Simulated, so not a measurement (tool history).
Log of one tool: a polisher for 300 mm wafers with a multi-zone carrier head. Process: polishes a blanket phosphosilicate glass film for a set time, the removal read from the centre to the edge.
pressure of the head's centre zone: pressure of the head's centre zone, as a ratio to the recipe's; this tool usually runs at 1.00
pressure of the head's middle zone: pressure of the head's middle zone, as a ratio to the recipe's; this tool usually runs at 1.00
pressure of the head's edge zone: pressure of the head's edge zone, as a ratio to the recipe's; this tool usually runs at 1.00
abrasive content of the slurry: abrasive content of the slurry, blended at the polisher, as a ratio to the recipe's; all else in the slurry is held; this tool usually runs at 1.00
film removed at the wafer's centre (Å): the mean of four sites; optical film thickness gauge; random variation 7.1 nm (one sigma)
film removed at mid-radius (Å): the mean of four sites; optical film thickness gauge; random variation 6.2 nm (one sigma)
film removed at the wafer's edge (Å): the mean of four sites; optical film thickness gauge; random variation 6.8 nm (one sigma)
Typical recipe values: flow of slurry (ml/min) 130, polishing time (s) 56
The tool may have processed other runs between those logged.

run     day  flow of slurry (ml/min)  pressure of the head's centre zone  pressure of the head's middle zone  pressure of the head's edge zone  abrasive content of the slurry  polishing time (s)  incoming thickness of the incoming film, nm  film removed at the wafer's centre (Å)  film removed at mid-radius (Å)  film removed at the wafer's edge (Å)
  1   0.000                      130                                1.00                                1.00                              1.00                            1.00                  56                                       2792.4                                    4369                            4855                                  4950
      0.867  -- carrier head's membrane replaced by a new one
  2   1.254                      160                                1.00                                1.07                              0.92                            1.00                  50                                       2813.8                                    4299                            4767                                  4368
  3   1.950                      130                                1.00                                1.00                              1.00                            1.00                  56                                       2834.2                                    4368                            4877                                  4870
      2.296  -- worn pad replaced by a new one
  4   2.462                      145                                1.00                                1.00                              1.00                            1.00                  56                                       2793.0                                    4547                            5103                                  4900
      3.454  -- centre zone pressure recalibrated, repeated, since the last time left the tool worse
  5   3.742                      100                                1.00                                1.09                              1.00                            0.80                  47                                       2806.6                                    3479                            3675                                  3569
      4.917  -- edge zone pressure recalibrated
  6   4.938                      105                                1.00                                0.90                              1.00                            1.00                  56                                       2842.2                                    4642                            4448                                  4717
  7   5.338                      130                                1.00                                1.00                              1.08                            1.00                  56                                       2831.7                                    4911                            4852                                  4997
  8   5.933                      130                                1.00                                1.00                              1.00                            1.00                  56                                       2809.3                                    5045                            4905                                  4873
  9   7.162                      130                                1.05                                1.00                              1.10                            1.00                  63                                       2836.4                                    5677                            5524                                  5657
 10   8.417                      110                                1.00                                0.93                              1.00                            1.00                  56                                       2782.7                                    4635                            4536                                  4790
 11   9.633                      130                                1.00                                1.00                              1.00                            1.00                  56                                       2804.5                                    4955                            4940                                  4726
     10.258  -- worn pad replaced by a new one
 12  10.479                      110                                1.00                                0.94                              1.00                            0.70                  56                                       2806.2                                    4236                            4072                                  4262
 13  11.771                       90                                1.00                                1.05                              1.04                            1.10                  56                                       2797.4                                    4563                            4635                                  4718
 14  12.638                      130                                1.00                                1.06                              1.00                            1.00                  56                                       2854.1                                    4966                            4932                                  4867
 15  13.221                      130                                0.89                                1.00                              1.08                            1.00                  56                                       2837.5                                    4737                            4879                                  4890
 16  14.542                      130                                1.00                                1.00                              1.00                            1.00                  56                                       2852.6                                    4880                            5037                                  4805
 17  15.954                      105                                1.00                                1.11                              1.11                            1.25                  56                                       2842.4                                    4971                            5335                                  5328
 18  16.929                      130                                1.00                                1.00                              1.00                            1.00                  56                                       2875.0                                    4809                            4852                                  4882
     17.992  -- worn pad replaced by a new one
 19  18.029                      130                                1.00                                1.00                              1.00                            1.00                  56                                       2846.5                                    4841                            4912                                  4901
 20  18.858                      130                                1.00                                1.00                              1.00                            1.00                  51                                       2814.2                                    4571                            4522                                  4497
 21  19.842                      130                                1.00                                1.00                              1.00                            1.00                  56                                       2851.1                                    5000                            5028                                  4918

Alternative continuations, all from the tool just after run 21; predict every row:
  A  19.858                      130                                1.00                                1.00                              1.00                            1.00                  63                                       2803.1                                       ?                               ?                                     ?
  B  19.858                      130                                1.07                                1.00                              1.00                            1.00                  56                                       2803.1                                       ?                               ?                                     ?
  C  19.858                      130                                1.00                                0.95                              1.00                            1.00                  56                                       2803.1                                       ?                               ?                                     ?
  D  19.858                      105                                0.92                                1.00                              1.00                            1.00                  75                                       2803.1                                       ?                               ?                                     ?

run  film removed at the wafer's centre (Å)  film removed at mid-radius (Å)  film removed at the wafer's edge (Å)
  A                                    5632                            5554                                  5415
  B                                    5225                            4936                                  4813
  C                                    5005                            4824                                  4815
  D                                    5962                            6241                                  6193
Without the tool's unlogged condition, the same runs would have read:
run  film removed at the wafer's centre (Å)  film removed at mid-radius (Å)  film removed at the wafer's edge (Å)
  A                                    5561                            5555                                  5415
  B                                    5159                            4936                                  4813
  C                                    4942                            4824                                  4815
  D                                    5886                            6242                                  6193
